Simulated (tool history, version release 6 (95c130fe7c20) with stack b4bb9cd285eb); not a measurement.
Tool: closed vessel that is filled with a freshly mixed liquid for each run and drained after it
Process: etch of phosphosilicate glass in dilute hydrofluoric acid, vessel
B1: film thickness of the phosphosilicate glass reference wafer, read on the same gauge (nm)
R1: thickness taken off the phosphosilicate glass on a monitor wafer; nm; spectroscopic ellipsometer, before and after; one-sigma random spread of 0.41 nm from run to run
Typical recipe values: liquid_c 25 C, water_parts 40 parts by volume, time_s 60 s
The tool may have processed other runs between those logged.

Run 1, hour 0: usual settings; B1 110.03. Result: R1 105.55 nm.
Run 2, hour 102.7: usual settings; B1 109.99. Result: R1 106.31 nm.
Run 3, hour 186.8: usual settings; B1 110. Result: R1 106.06 nm.
Run 4, hour 418.6: usual settings but water_parts 50 parts by volume, time_s 35 s; B1 109.98. Result: R1 48.38 nm.
Run 5, hour 524.2: usual settings but water_parts 50 parts by volume, time_s 35 s; B1 109.99. Result: R1 48.63 nm.
Run 6, hour 590: usual settings but water_parts 50 parts by volume, time_s 35 s; B1 110. Result: R1 48.16 nm.
At hour 657.4: hydrofluoric acid flow meter replaced.
Run 7, hour 693.7: usual settings; B1 109.97. Result: R1 102.88 nm.
At hour 702.1: thermometer replaced.
At hour 762.5: gauge calibrated.
Run 8, hour 786.1: usual settings; B1 110.02. Result: R1 102.91 nm.
Run 9, hour 842.1: usual settings but liquid_c 27 C, water_parts 50 parts by volume, time_s 30 s; B1 110.01. Result: R1 43.6 nm.
At hour 892.1: hydrofluoric acid flow meter replaced, repeated, since the last time left the tool worse.
Run 10, hour 921.1: usual settings but time_s 90 s; B1 109.95. Result: R1 160.2 nm.
Run 11, hour 995.4: usual settings but liquid_c 22 C, water_parts 35 parts by volume, time_s 75 s; B1 110.01. Result: R1 135.13 nm.
Run 12, hour 1087.3: usual settings but liquid_c 20 C; B1 110. Result: R1 86.37 nm.
Run 13, hour 1163.3: usual settings but liquid_c 28.5 C, water_parts 35 parts by volume, time_s 90 s; B1 110. Result: R1 213.71 nm.
Run 14, hour 1261: usual settings but water_parts 25 parts by volume; B1 110.01. Result: R1 174.53 nm.
Run 15, hour 1358.8: usual settings but water_parts 50 parts by volume, time_s 35 s; B1 109.99. Result: R1 48.61 nm.
Run 16, hour 1454.2: usual settings but water_parts 60 parts by volume, time_s 45 s; B1 110.04. Result: R1 51.66 nm.
Run 17, hour 1531.7: usual settings; B1 109.99. Result: R1 105.76 nm.

What would each run have given without the hidden state, its run-to-run variation left as it was?
The hidden state here: liquid colder than its thermometer reads (K); hydrofluoric acid flow below the setpoint (%); gauge reads high (%).
run      R1
  1  106.55
  2  107.57
  3  107.51
  4   49.31
  5   49.67
  6   49.27
  7  107.42
  8  107.67
  9   45.71
 10  160.32
 11  135.45
 12   86.75
 13     215
 14   175.9
 15   49.12
 16   52.31
 17  107.23

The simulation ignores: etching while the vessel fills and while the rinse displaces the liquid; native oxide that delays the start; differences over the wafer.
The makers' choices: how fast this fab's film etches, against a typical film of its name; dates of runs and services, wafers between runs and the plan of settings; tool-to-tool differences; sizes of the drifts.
